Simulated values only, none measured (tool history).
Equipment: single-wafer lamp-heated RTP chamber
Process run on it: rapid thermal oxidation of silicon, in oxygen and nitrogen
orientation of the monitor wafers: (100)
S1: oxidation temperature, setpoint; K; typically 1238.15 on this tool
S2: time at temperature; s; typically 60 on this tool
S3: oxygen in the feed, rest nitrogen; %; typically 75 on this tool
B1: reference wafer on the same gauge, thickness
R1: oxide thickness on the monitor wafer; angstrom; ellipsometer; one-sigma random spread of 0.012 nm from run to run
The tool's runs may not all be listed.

run,hour,S1,S2,S3,B1,R1
1,0.0,1238.15,60,75,4.777,44.15
2,7.0,1238.15,60,75,4.783,44.28
3,18.3,1238.15,60,75,4.782,44.20
4,35.2,1238.15,60,75,4.779,44.33
5,48.1,1238.15,60,55,4.778,40.24
6,65.6,1238.15,60,55,4.781,40.29
7,99.1,1238.15,60,57,4.779,40.93
8,105.5,1238.15,60,75,4.780,44.65
9,113.1,1238.15,60,75,4.778,44.38
10,127.5,1238.15,42,75,4.778,38.82
11,141.6,1238.15,60,75,4.779,44.54
# hour 144.4: gauge calibrated
12,158.0,1238.15,60,75,4.781,44.44
13,170.0,1238.15,46,75,4.781,39.97
14,181.5,1246.15,86,75,4.781,55.16
15,192.9,1267.15,79,94,4.780,67.34
16,210.9,1255.15,39,93,4.779,45.40
17,224.9,1238.15,35,47,4.782,32.10
18,234.5,1264.15,60,48,4.781,46.35
# hour 257.0: pyrometer window cleaned and pyrometer calibrated
19,257.5,1238.15,60,75,4.779,43.03
20,259.2,1222.15,38,97,4.781,34.97
21,268.1,1238.15,60,75,4.781,43.18
22,280.1,1253.15,49,59,4.779,41.09
# hour 312.7: oxygen flow controller replaced
23,327.1,1253.15,60,86,4.780,50.19
24,338.8,1219.15,50,54,4.781,32.84
25,347.3,1238.15,60,66,4.782,41.58
# hour 354.8: gauge calibrated
26,373.5,1238.15,60,75,4.782,43.14
27,391.0,1258.15,46,75,4.782,44.67

Difference, measured minus no-hidden-state, one row per run. Run-to-run variation is common to both terms; the gauge's own scatter need not be:
Hidden state at play: true wafer temperature minus pyrometer reading, K; deviation of the oxygen flow from its setpoint, %; gauge reads high (%).
run,R1
1,+1.33
2,+1.35
3,+1.38
4,+1.43
5,+1.25
6,+1.29
7,+1.40
8,+1.63
9,+1.65
10,+1.37
11,+1.73
12,+1.77
13,+1.53
14,+2.40
15,+2.98
16,+1.95
17,+1.06
18,+2.00
19,+0.19
20,+0.15
21,+0.23
22,+0.23
23,+0.47
24,+0.25
25,+0.42
26,+0.51
27,+0.57
